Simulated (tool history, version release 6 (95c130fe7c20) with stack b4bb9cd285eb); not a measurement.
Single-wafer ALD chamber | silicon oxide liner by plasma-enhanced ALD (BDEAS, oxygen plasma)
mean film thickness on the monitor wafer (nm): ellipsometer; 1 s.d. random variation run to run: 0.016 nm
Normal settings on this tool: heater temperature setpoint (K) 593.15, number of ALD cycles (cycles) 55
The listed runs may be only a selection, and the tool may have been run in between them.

run	hour	heater temperature setpoint (K)	number of ALD cycles (cycles)	wafers since the last listed run	hours since the last thermocouple change	hours since the gauge calibration	read-back reference wafer on the same gauge, thickness_nm	mean film thickness on the monitor wafer (nm)
1	0	593.15	55	0	2729.1	226.4	5.771	4.844
2	29.1	593.15	55	247	2758.2	255.5	5.779	4.843
3	53.1	593.15	55	204	2782.2	279.5	5.777	4.854
4	86.3	593.15	62	282	2815.4	312.7	5.764	5.453
5	118.9	593.15	55	277	2848	345.3	5.763	4.82
6	132.7	593.15	55	117	2861.8	359.1	5.765	4.818
7	160.8	593.15	55	239	2889.9	387.2	5.763	4.827
8	181.9	593.15	55	179	2911	408.3	5.755	4.819
# hour 190.2: gauge calibrated
9	204.8	593.15	60	194	2933.9	14.6	5.857	5.36
# hour 216.4: thermocouple changed; heater temperature recalibrated
10	230.1	598.15	51	147	13.7	39.9	5.841	4.501
11	264.7	593.15	65	294	48.3	74.5	5.821	5.761
12	289.4	582.15	55	210	73	99.2	5.816	4.929
13	374.9	593.15	55	727	158.5	184.7	5.785	4.855
14	397.9	603.15	47	195	181.5	207.7	5.787	4.073
15	427.6	603.15	48	252	211.2	237.4	5.775	4.192
16	448.6	593.15	55	178	232.2	258.4	5.789	4.84
17	470.6	593.15	55	187	254.2	280.4	5.779	4.86
18	501.6	580.15	61	263	285.2	311.4	5.769	5.459
19	524.1	593.15	55	191	307.7	333.9	5.78	4.825

4 ways to go on from here, each from the tool as it stands after run 19. What would each give?
A	524.6	593.15	55	4	308.2	334.4	?	?
B	524.6	602.15	58	4	308.2	334.4	?	?
C	524.6	604.15	48	4	308.2	334.4	?	?
D	524.6	597.15	58	4	308.2	334.4	?	?

run	read-back reference wafer on the same gauge, thickness_nm	mean film thickness on the monitor wafer (nm)
A	5.768	4.839
B	5.768	5.045
C	5.768	4.164
D	5.768	5.077
Take away the tool's hidden state, keep each run's random variation, and the runs would have read:
run	mean film thickness on the monitor wafer (nm)
A	4.912
B	5.121
C	4.227
D	5.154

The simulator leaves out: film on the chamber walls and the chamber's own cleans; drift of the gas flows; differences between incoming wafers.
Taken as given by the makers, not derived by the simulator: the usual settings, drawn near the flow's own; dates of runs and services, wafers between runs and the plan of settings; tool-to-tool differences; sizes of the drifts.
